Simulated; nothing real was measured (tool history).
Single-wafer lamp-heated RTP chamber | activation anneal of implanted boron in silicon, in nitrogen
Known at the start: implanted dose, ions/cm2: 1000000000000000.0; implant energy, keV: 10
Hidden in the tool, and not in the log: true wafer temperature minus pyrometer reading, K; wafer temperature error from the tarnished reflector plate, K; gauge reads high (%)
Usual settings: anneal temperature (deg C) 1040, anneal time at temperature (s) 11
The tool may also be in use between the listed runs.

run,hour,anneal temperature (deg C),anneal time at temperature (s),wafers since the last listed run,wafers since the last pyrometer calibration,wafers since the reflector plate was cleaned,hours since the gauge calibration,"read-back reference wafer on the same gauge, sheet resistance",sheet resistance of the implanted and annealed layer (ohm/square)
1,0,1026,9,0,3512,9046,74.7,117,116.98
2,12.7,1040,11,227,3739,9273,87.4,117,113.54
3,23.7,1040,11,196,3936,9470,98.4,117,113.73
4,39.5,1040,11,282,4218,9752,114.2,117.08,113.59
5,55.5,1040,11,286,4504,10038,130.2,117.05,113.48
# hour 71.8: reflector plate cleaned
# hour 79.7: pyrometer window cleaned and pyrometer calibrated
6,80.2,1040,11,156,8,8,154.9,117,115.27
7,80.6,1040,11,7,15,15,155.3,116.99,115.35
8,90.7,1040,11,180,196,196,165.4,116.94,115.22
# hour 98.3: gauge calibrated
9,99.4,1040,6,155,351,351,1.1,117,117.37
10,113.8,1057,16,257,609,609,15.5,117,111.21
11,130.1,1040,11,291,900,900,31.8,117,115.08
12,136.6,1040,16,116,1016,1016,38.3,117,113.38
13,148.9,1040,8,219,1236,1236,50.6,117.01,115.59
14,155.6,1040,11,119,1356,1356,57.3,117.08,114.76
15,162.5,1040,13,123,1479,1479,64.2,117.03,114.24
16,174.6,1022,13,216,1696,1696,76.3,116.97,117.19
17,190.3,1040,11,280,1977,1977,92,116.97,114.46

Forecast each of these 5 alternatives for the next run:
A,190.7,1040,7,7,1984,1984,92.4,?,?
B,190.7,1024,15,7,1984,1984,92.4,?,?
C,190.7,1052,9,7,1984,1984,92.4,?,?
D,190.7,1040,9,7,1984,1984,92.4,?,?
E,190.7,1063,6,7,1984,1984,92.4,?,?

run,"read-back reference wafer on the same gauge, sheet resistance",sheet resistance of the implanted and annealed layer (ohm/square)
A,117.01,116.1
B,117.01,116.05
C,117.01,113.43
D,117.01,115.24
E,117.01,113.15
Without the tool's hidden state the same runs would have given:
run,sheet resistance of the implanted and annealed layer (ohm/square)
A,117.08
B,117.27
C,114.33
D,116.19
E,113.99
